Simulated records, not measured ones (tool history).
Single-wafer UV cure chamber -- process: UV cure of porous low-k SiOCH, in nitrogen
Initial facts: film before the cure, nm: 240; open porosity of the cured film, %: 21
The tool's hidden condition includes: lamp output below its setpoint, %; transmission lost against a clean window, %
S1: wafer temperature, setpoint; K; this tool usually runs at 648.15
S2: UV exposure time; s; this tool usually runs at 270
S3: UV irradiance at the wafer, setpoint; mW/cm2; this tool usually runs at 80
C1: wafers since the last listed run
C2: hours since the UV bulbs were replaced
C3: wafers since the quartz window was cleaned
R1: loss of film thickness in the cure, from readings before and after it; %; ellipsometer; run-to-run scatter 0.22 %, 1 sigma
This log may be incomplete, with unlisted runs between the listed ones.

run	hour	S1	S2	S3	C1	C2	C3	R1
1	0.0	648.15	270	80	0	1652.5	1437	13.308
2	51.5	648.15	270	80	213	1704.0	1651	12.676
3	81.9	648.15	270	80	126	1734.4	1777	13.011
4	132.8	648.15	270	80	211	1785.3	1989	12.855
5	163.4	648.15	270	80	127	1815.9	2116	12.743
6	192.3	648.15	270	80	119	1844.8	2236	12.856
7	254.3	663.15	270	80	257	1906.8	2493	13.226
8	298.7	648.15	270	108	184	1951.2	2677	14.702
9	369.3	648.15	270	80	293	2021.8	2970	12.449
10	415.1	648.15	270	80	190	2067.6	3160	12.418
11	458.5	648.15	270	80	180	2111.0	3340	12.141
# hour 479.7: quartz window cleaned
# hour 576.1: UV bulbs replaced
12	625.9	648.15	270	80	628	49.8	573	11.936
# hour 670.2: quartz window cleaned, repeated, since the last time left the tool worse
13	678.5	648.15	270	80	185	102.4	34	13.406
14	739.4	637.15	325	67	252	163.3	287	13.114
15	773.1	648.15	380	80	139	197.0	426	15.725
16	840.1	663.15	315	80	278	264.0	705	14.690
17	870.0	648.15	270	80	124	293.9	829	13.289
18	917.0	629.15	270	116	195	340.9	1024	14.621
19	967.3	637.15	270	92	208	391.2	1232	13.931
20	1026.6	648.15	270	80	246	450.5	1479	12.704
21	1057.8	660.15	145	98	129	481.7	1608	11.054

Run 22 is up next; what results do you expect?
22	1124.9	630.15	185	80	278	548.8	1887	?

{"run 22": {"R1": 10.504}}
With no hidden state in the tool, this same run would have given R1 10.952 %.
